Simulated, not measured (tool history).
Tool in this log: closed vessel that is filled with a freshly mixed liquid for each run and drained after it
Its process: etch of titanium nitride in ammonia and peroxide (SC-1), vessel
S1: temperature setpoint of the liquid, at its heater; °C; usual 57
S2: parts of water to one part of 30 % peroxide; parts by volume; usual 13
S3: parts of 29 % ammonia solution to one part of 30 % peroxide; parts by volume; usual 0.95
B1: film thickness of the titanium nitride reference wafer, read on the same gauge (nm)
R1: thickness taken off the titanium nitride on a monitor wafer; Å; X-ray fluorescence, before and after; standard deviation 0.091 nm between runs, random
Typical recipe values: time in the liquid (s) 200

{"run": 1, "hour": 0.0, "S1": 57, "S2": 10.5, "S3": 0.95, "time in the liquid (s)": 200, "B1": 129.99, "R1": 167.4}
{"run": 2, "hour": 16.1, "S1": 57, "S2": 10.5, "S3": 0.95, "time in the liquid (s)": 200, "B1": 130.02, "R1": 169.1}
{"run": 3, "hour": 33.0, "S1": 57, "S2": 13, "S3": 0.8, "time in the liquid (s)": 200, "B1": 130, "R1": 147.2}
{"run": 4, "hour": 48.1, "S1": 57, "S2": 13, "S3": 0.8, "time in the liquid (s)": 200, "B1": 129.99, "R1": 146.8}
{"run": 5, "hour": 83.0, "S1": 57, "S2": 13, "S3": 0.95, "time in the liquid (s)": 200, "B1": 130.02, "R1": 149.4}
{"run": 6, "hour": 109.1, "S1": 57, "S2": 13, "S3": 0.95, "time in the liquid (s)": 200, "B1": 130.03, "R1": 151.7}
{"hour": 131.9, "done": "new drum of ammonia solution connected"}
{"run": 7, "hour": 137.7, "S1": 57, "S2": 13, "S3": 0.95, "time in the liquid (s)": 200, "B1": 130.01, "R1": 150.6}
{"hour": 167.3, "done": "gauge calibrated"}
{"run": 8, "hour": 169.2, "S1": 57, "S2": 11.5, "S3": 0.65, "time in the liquid (s)": 200, "B1": 129.98, "R1": 150.6}
{"run": 9, "hour": 198.0, "S1": 57, "S2": 11.5, "S3": 0.65, "time in the liquid (s)": 200, "B1": 130.02, "R1": 149.6}
{"run": 10, "hour": 231.0, "S1": 62.5, "S2": 13, "S3": 0.95, "time in the liquid (s)": 130, "B1": 130.02, "R1": 139.8}
{"run": 11, "hour": 259.6, "S1": 57, "S2": 13, "S3": 0.95, "time in the liquid (s)": 200, "B1": 130.02, "R1": 149.4}
{"run": 12, "hour": 286.1, "S1": 65, "S2": 13, "S3": 0.95, "time in the liquid (s)": 200, "B1": 129.97, "R1": 254.3}
{"hour": 308.8, "done": "ammonia flow meter replaced"}
{"run": 13, "hour": 309.7, "S1": 57, "S2": 11.5, "S3": 0.65, "time in the liquid (s)": 200, "B1": 129.97, "R1": 148.7}
{"hour": 321.4, "done": "thermometer replaced"}
{"run": 14, "hour": 341.6, "S1": 57, "S2": 13, "S3": 0.5, "time in the liquid (s)": 110, "B1": 129.97, "R1": 80.7}
{"run": 15, "hour": 361.9, "S1": 49.5, "S2": 17.5, "S3": 1.2, "time in the liquid (s)": 130, "B1": 130, "R1": 56.4}
{"run": 16, "hour": 383.4, "S1": 60.5, "S2": 18, "S3": 0.8, "time in the liquid (s)": 235, "B1": 130, "R1": 197.5}

What will run 17 give?
{"run": 17, "hour": 401.8, "S1": 57, "S2": 13, "S3": 0.95, "time in the liquid (s)": 200, "B1": "?", "R1": "?"}

B1: 130
R1: 161.9 Å
If the tool had no hidden condition, the same run with the same run-to-run variation would have returned R1 163 Å.
